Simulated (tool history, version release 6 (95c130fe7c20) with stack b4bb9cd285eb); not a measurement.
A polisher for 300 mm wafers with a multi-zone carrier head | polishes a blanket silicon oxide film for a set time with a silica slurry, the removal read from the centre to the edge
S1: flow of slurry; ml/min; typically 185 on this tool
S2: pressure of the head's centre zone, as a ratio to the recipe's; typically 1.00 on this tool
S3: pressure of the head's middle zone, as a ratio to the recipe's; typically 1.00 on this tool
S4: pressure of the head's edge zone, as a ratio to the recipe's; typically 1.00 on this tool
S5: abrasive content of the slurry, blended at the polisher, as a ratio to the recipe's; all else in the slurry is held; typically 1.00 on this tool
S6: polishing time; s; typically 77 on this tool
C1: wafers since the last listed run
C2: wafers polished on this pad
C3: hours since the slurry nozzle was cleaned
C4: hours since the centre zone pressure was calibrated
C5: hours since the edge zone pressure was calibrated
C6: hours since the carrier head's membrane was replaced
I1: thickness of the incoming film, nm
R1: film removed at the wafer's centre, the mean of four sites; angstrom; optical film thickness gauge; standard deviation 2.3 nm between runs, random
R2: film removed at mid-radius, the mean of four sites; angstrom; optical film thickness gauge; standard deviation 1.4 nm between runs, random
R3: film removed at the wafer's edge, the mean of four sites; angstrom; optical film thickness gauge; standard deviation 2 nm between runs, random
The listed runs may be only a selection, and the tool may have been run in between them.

run	hour	S1	S2	S3	S4	S5	S6	C1	C2	C3	C4	C5	C6	I1	R1	R2	R3
1	0.0	185	1.07	1.00	1.00	1.00	77	0	198	100.5	953.1	633.2	613.6	795.5	2291	2078	2099
2	13.6	185	1.00	1.00	1.00	1.00	77	77	275	114.1	966.7	646.8	627.2	799.7	2165	2047	2082
3	24.6	185	1.00	1.00	1.00	1.00	77	62	338	125.1	977.7	657.8	638.2	800.5	2147	2066	2053
4	34.3	185	1.00	1.00	1.00	1.00	77	55	393	134.8	987.4	667.5	647.9	782.1	2126	2015	2075
5	50.3	185	1.00	1.00	1.00	1.00	77	91	484	150.8	1003.4	683.5	663.9	787.6	2154	2006	2024
6	58.5	185	1.00	1.00	1.00	1.00	77	46	531	159.0	1011.6	691.7	672.1	792.7	2062	2020	2038
7	71.3	185	1.00	1.00	1.04	1.00	77	72	603	171.8	1024.4	704.5	684.9	805.7	2117	2000	2077
8	85.4	185	1.00	1.00	1.04	1.00	77	80	684	185.9	1038.5	718.6	699.0	795.0	2034	1955	2052
# hour 87.4: edge zone pressure recalibrated
# hour 98.1: worn pad replaced by a new one, of another model than before
9	100.9	185	1.00	1.00	1.04	1.00	77	54	15	201.4	1054.0	13.5	714.5	807.7	2174	2075	2152
10	115.0	185	1.00	1.00	1.00	1.00	77	80	96	215.5	1068.1	27.6	728.6	796.8	2165	2064	2122
# hour 128.6: slurry nozzle cleaned
11	132.7	145	1.00	1.00	1.00	0.75	77	95	191	4.1	1085.8	45.3	746.3	803.3	1778	1716	1734
12	156.9	185	0.96	1.00	1.00	0.75	77	137	328	28.3	1110.0	69.5	770.5	803.7	1737	1749	1764
13	173.9	185	1.05	1.10	1.05	1.00	77	96	425	45.3	1127.0	86.5	787.5	799.0	2222	2203	2123
14	191.0	145	1.00	1.00	1.00	0.75	77	97	523	62.4	1144.1	103.6	804.6	795.3	1754	1669	1701
15	198.2	185	1.00	1.00	1.00	1.00	68	40	564	69.6	1151.3	110.8	811.8	795.3	1804	1759	1816
16	207.8	185	1.00	1.00	1.00	1.25	77	54	618	79.2	1160.9	120.4	821.4	791.3	2303	2219	2271
# hour 209.9: centre zone pressure recalibrated
# hour 212.1: worn pad replaced by a new one
# hour 220.3: carrier head's membrane replaced by a new one
17	222.7	185	1.00	1.04	1.08	1.30	77	32	31	94.1	12.8	135.3	2.4	797.8	2472	2437	2465
18	238.8	155	0.92	0.95	1.08	1.00	77	91	123	110.2	28.9	151.4	18.5	790.5	1980	1986	2168
19	253.4	125	1.00	1.00	1.00	1.20	77	83	206	124.8	43.5	166.0	33.1	801.3	2215	2161	2242
20	264.9	185	0.88	1.00	1.04	0.85	56	65	272	136.3	55.0	177.5	44.6	797.5	1233	1346	1412
21	271.5	185	1.05	1.10	1.05	1.00	77	37	309	142.9	61.6	184.1	51.2	795.9	2232	2227	2137
22	284.3	185	1.10	1.00	1.00	1.00	77	72	382	155.7	74.4	196.9	64.0	806.4	2342	2038	2074

Difference, measured minus no-hidden-state, one row per run. Run-to-run variation is common to both terms; the gauge's own scatter need not be:
Hidden state present: removal rate lost through wear of the pad, %; slurry flow missing at the pad, %; deviation of the centre zone's pressure from its setpoint, %; deviation of the edge zone's pressure from its setpoint, %.
run	R1	R2	R3
1	-20	-19	-19
2	-27	-26	-26
3	-36	-34	-35
4	-45	-42	-43
5	-64	-59	-59
6	-72	-70	-70
7	-92	-87	-91
8	-113	-108	-113
9	-4	-4	-4
10	-6	-6	-6
11	-10	-10	-10
12	-24	-24	-24
13	-47	-46	-45
14	-55	-52	-53
15	-65	-64	-65
16	-99	-96	-98
17	-6	-5	-5
18	-9	-9	-9
19	-17	-17	-17
20	-13	-15	-16
21	-31	-30	-29
22	-45	-39	-40

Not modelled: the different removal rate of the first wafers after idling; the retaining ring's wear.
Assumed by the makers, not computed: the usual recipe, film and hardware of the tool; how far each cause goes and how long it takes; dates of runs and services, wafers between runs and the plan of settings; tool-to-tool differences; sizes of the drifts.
